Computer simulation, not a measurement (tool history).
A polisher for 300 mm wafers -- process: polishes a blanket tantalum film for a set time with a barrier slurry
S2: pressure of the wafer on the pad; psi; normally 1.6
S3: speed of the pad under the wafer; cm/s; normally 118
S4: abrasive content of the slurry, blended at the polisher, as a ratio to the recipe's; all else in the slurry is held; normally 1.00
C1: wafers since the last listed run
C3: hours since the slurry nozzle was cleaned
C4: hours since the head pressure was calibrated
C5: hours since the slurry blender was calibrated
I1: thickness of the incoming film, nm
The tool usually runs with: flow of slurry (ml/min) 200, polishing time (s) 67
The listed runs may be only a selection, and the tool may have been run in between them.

Run 1, day 0.000: usual settings; C1 0; wafers polished on this pad 605; C3 77.5; C4 186.6; C5 234.7; I1 317.9. Result: film removed (angstrom) 1040.
At day 1.800: slurry blender recalibrated.
Run 2, day 2.846: usual settings; C1 665; wafers polished on this pad 1271; C3 145.8; C4 254.9; C5 25.1; I1 323.0. Result: film removed (angstrom) 1046.
Run 3, day 5.088: usual settings; C1 540; wafers polished on this pad 1811; C3 199.6; C4 308.7; C5 78.9; I1 321.7. Result: film removed (angstrom) 1044.
At day 7.888: worn pad replaced by a new one.
Run 4, day 7.908: usual settings; C1 639; wafers polished on this pad 4; C3 267.3; C4 376.4; C5 146.6; I1 321.7. Result: film removed (angstrom) 1062.
Run 5, day 9.992: usual settings; C1 501; wafers polished on this pad 506; C3 317.3; C4 426.4; C5 196.6; I1 317.8. Result: film removed (angstrom) 1068.
At day 11.846: slurry blender recalibrated.
Run 6, day 12.938: usual settings but polishing time (s) 74; C1 689; wafers polished on this pad 1196; C3 388.0; C4 497.1; C5 26.2; I1 316.2. Result: film removed (angstrom) 1175.
Run 7, day 13.979: usual settings but polishing time (s) 74; C1 250; wafers polished on this pad 1447; C3 413.0; C4 522.1; C5 51.2; I1 315.9. Result: film removed (angstrom) 1175.
Run 8, day 16.483: usual settings but polishing time (s) 74; C1 603; wafers polished on this pad 2050; C3 473.1; C4 582.2; C5 111.3; I1 323.1. Result: film removed (angstrom) 1199.
Run 9, day 17.829: usual settings but S2 1.2 psi; C1 324; wafers polished on this pad 2374; C3 505.4; C4 614.5; C5 143.6; I1 323.6. Result: film removed (angstrom) 816.
At day 18.975: slurry nozzle cleaned.
At day 19.679: worn pad replaced by a new one.
At day 21.604: slurry blender recalibrated.
Run 10, day 26.608: usual settings but S2 1.2 psi; C1 2044; wafers polished on this pad 1649; C3 183.2; C4 825.2; C5 120.1; I1 321.9. Result: film removed (angstrom) 816.
Run 11, day 27.704: usual settings but S2 1.2 psi; C1 263; wafers polished on this pad 1913; C3 209.5; C4 851.5; C5 146.4; I1 319.0. Result: film removed (angstrom) 816.
Run 12, day 29.350: usual settings; C1 396; wafers polished on this pad 2310; C3 249.0; C4 891.0; C5 185.9; I1 316.1. Result: film removed (angstrom) 1103.
At day 32.000: worn pad replaced by a new one.
At day 32.154: slurry blender recalibrated.
Run 13, day 32.175: usual settings; C1 620; wafers polished on this pad 21; C3 316.8; C4 958.8; C5 0.5; I1 320.7. Result: film removed (angstrom) 1093.
Run 14, day 35.108: usual settings but S2 1.8 psi; C1 706; wafers polished on this pad 728; C3 387.2; C4 1029.2; C5 70.9; I1 325.2. Result: film removed (angstrom) 1220.
At day 37.154: slurry nozzle cleaned.
Run 15, day 37.225: usual settings but flow of slurry (ml/min) 225, S2 1.4 psi, S3 144 cm/s, polishing time (s) 75; C1 499; wafers polished on this pad 1228; C3 1.7; C4 1080.0; C5 121.7; I1 314.3. Result: film removed (angstrom) 1340.
At day 38.075: head pressure recalibrated.
Run 16, day 38.575: usual settings but flow of slurry (ml/min) 140, S2 1.8 psi, S3 96 cm/s; C1 305; wafers polished on this pad 1533; C3 34.1; C4 12.0; C5 154.1; I1 320.1. Result: film removed (angstrom) 836.
Run 17, day 40.517: usual settings but flow of slurry (ml/min) 135, S2 1.9 psi, polishing time (s) 74; C1 467; wafers polished on this pad 2001; C3 80.7; C4 58.6; C5 200.7; I1 322.8. Result: film removed (angstrom) 1204.
At day 41.792: worn pad replaced by a new one.
Run 18, day 43.329: usual settings but flow of slurry (ml/min) 180, S3 96 cm/s; C1 637; wafers polished on this pad 370; C3 148.2; C4 126.1; C5 268.2; I1 321.7. Result: film removed (angstrom) 808.
At day 44.004: slurry blender recalibrated.
Run 19, day 44.658: usual settings; C1 300; wafers polished on this pad 670; C3 180.1; C4 158.0; C5 15.7; I1 321.2. Result: film removed (angstrom) 1011.
Run 20, day 46.712: usual settings; C1 494; wafers polished on this pad 1165; C3 229.4; C4 207.3; C5 65.0; I1 315.4. Result: film removed (angstrom) 1024.
Run 21, day 48.671: usual settings but flow of slurry (ml/min) 150, S2 1.4 psi, S3 88 cm/s, polishing time (s) 84; C1 471; wafers polished on this pad 1636; C3 276.4; C4 254.3; C5 112.0; I1 313.6. Result: film removed (angstrom) 804.
Run 22, day 50.458: usual settings; C1 430; wafers polished on this pad 2067; C3 319.3; C4 297.2; C5 154.9; I1 313.9. Result: film removed (angstrom) 1041.
Run 23, day 52.433: usual settings but S3 156 cm/s, polishing time (s) 55; C1 475; wafers polished on this pad 2543; C3 366.7; C4 344.6; C5 202.3; I1 323.9. Result: film removed (angstrom) 1138.
At day 53.808: worn pad replaced by a new one.
At day 54.629: slurry blender recalibrated.
Run 24, day 55.250: usual settings but S2 1.9 psi, S3 136 cm/s, polishing time (s) 78; C1 618; wafers polished on this pad 327; C3 434.3; C4 412.2; C5 14.9; I1 320.2. Result: film removed (angstrom) 1700.

Alternative continuations, all from the tool just after run 24; predict every row:
Run A, day 55.267: usual settings; C1 4; wafers polished on this pad 331; C3 434.7; C4 412.6; C5 15.3; I1 322.2. Result: film removed (angstrom) ?.
Run B, day 55.267: usual settings but flow of slurry (ml/min) 235, S2 1.2 psi, S4 0.80, polishing time (s) 44; C1 4; wafers polished on this pad 331; C3 434.7; C4 412.6; C5 15.3; I1 322.2. Result: film removed (angstrom) ?.
Run C, day 55.267: usual settings but flow of slurry (ml/min) 135, S2 1.4 psi, S3 102 cm/s, S4 0.85; C1 4; wafers polished on this pad 331; C3 434.7; C4 412.6; C5 15.3; I1 322.2. Result: film removed (angstrom) ?.
Run D, day 55.267: usual settings but flow of slurry (ml/min) 130, S2 1.9 psi; C1 4; wafers polished on this pad 331; C3 434.7; C4 412.6; C5 15.3; I1 322.2. Result: film removed (angstrom) ?.

run  film removed (angstrom)
  A                     1049
  B                      489
  C                      699
  D                     1148
Without the tool's hidden state the same runs would have given:
run  film removed (angstrom)
  A                      974
  B                      454
  C                      649
  D                     1066
